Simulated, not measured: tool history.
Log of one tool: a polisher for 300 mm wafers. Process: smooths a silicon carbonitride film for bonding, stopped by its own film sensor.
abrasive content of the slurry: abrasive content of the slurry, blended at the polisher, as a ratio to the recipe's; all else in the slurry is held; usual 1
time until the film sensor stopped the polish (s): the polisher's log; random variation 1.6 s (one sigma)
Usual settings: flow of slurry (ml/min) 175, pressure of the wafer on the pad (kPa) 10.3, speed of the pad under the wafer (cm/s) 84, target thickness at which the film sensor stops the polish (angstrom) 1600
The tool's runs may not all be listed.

run    hour  flow of slurry (ml/min)  pressure of the wafer on the pad (kPa)  speed of the pad under the wafer (cm/s)  abrasive content of the slurry  target thickness at which the film sensor stops the polish (angstrom)  incoming thickness of the incoming film, nm  time until the film sensor stopped the polish (s)
  1       0                      175                                    10.3                                       84                               1                                                                   1600                                        178.6                                              118.6
       18.2  -- worn pad replaced by a new one
       29.9  -- slurry nozzle cleaned
  2    71.1                      175                                    10.3                                       84                               1                                                                   1600                                          180                                              125.9
  3   120.3                      175                                    10.3                                       84                               1                                                                   1600                                          179                                              122.5
        139  -- slurry blender recalibrated
  4   299.1                      175                                    10.3                                       84                               1                                                                   1600                                          181                                              136.6
      351.2  -- slurry nozzle cleaned
  5   365.3                      175                                    10.3                                       84                               1                                                                   1600                                        179.2                                                128
      419.6  -- worn pad replaced by a new one
  6   436.5                      175                                    10.3                                       84                               1                                                                   1600                                        181.3                                              142.2
      484.5  -- slurry blender recalibrated
  7   488.5                      175                                    10.3                                       84                               1                                                                   1600                                          179                                              129.7
  8   553.8                      155                                    10.3                                      102                               1                                                                   1600                                        178.8                                              114.7
  9     578                      155                                    10.3                                      102                               1                                                                   1600                                        181.2                                              129.9
 10   616.3                      175                                    10.3                                       84                               1                                                                   1600                                        181.4                                              138.8
 11   657.9                      175                                    10.3                                       84                               1                                                                   1600                                        180.5                                              137.3
 12   686.5                      175                                    10.3                                       84                               1                                                                   1600                                        180.3                                              133.6
 13     733                      175                                     6.9                                       84                               1                                                                   1630                                        181.4                                              170.3
      742.2  -- head pressure recalibrated
      759.8  -- slurry nozzle cleaned
      769.2  -- worn pad replaced by a new one
 14   778.4                      175                                    12.4                                      110                            1.25                                                                   1600                                        179.8                                               82.6
      824.3  -- slurry blender recalibrated
 15   844.6                      175                                     8.3                                       84                             1.2                                                                   1600                                        178.7                                              131.9
 16   878.5                      120                                     8.3                                       84                               1                                                                   1600                                        179.6                                              162.2
 17   930.6                      225                                     7.6                                       84                            1.25                                                                   1600                                          183                                              161.3
 18     997                      175                                    10.3                                       84                               1                                                                   1600                                        179.1                                              122.2
 19  1050.1                      225                                     7.6                                       84                            1.25                                                                   1600                                          180                                              144.7
     1086.2  -- slurry nozzle cleaned
 20  1104.8                      175                                    10.3                                       84                               1                                                                   1600                                        181.4                                              139.2
     1116.6  -- worn pad replaced by a new one
 21  1138.1                      175                                    10.3                                       84                               1                                                                   1570                                        179.9                                              149.8
 22  1208.5                      175                                    10.3                                      102                               1                                                                   1600                                        176.6                                              101.1
 23  1237.9                      175                                    10.3                                       84                               1                                                                   1600                                        178.1                                              120.7
     1249.6  -- slurry blender recalibrated
 24    1277                      175                                    10.3                                       84                               1                                                                   1670                                        176.8                                               66.6
 25  1320.6                      175                                    10.3                                       64                               1                                                                   1600                                        178.2                                              141.1
 26  1345.3                      210                                    10.3                                      104                            0.75                                                                   1570                                        181.8                                              169.2
 27  1384.2                      175                                    10.3                                       74                               1                                                                   1540                                        176.5                                              158.2
     1415.8  -- slurry nozzle cleaned
 28  1454.3                      175                                    10.3                                       84                               1                                                                   1600                                        179.1                                              129.2
     1478.3  -- worn pad replaced by a new one
 29  1577.5                      160                                       9                                       96                               1                                                                   1620                                        179.9                                              127.3

5 ways to go on from here, each from the tool as it stands after run 29. What would each give?
  A  1578                      175                                    10.3                                       84                               1                                                                   1600                                        178.3                                                  ?
  B  1578                      220                                    12.4                                       84                             1.1                                                                   1600                                        178.3                                                  ?
  C  1578                      230                                    10.3                                       54                            1.25                                                                   1560                                        178.3                                                  ?
  D  1578                      175                                    10.3                                       84                               1                                                                   1550                                        178.3                                                  ?
  E  1578                      175                                    11.7                                       84                            1.25                                                                   1600                                        178.3                                                  ?

run  time until the film sensor stopped the polish (s)
  A                                              125.6
  B                                               99.5
  C                                              165.8
  D                                                160
  E                                              101.7
Without the tool's hidden state the same runs would have given:
run  time until the film sensor stopped the polish (s)
  A                                              114.4
  B                                               90.5
  C                                              150.9
  D                                              145.6
  E                                               92.6
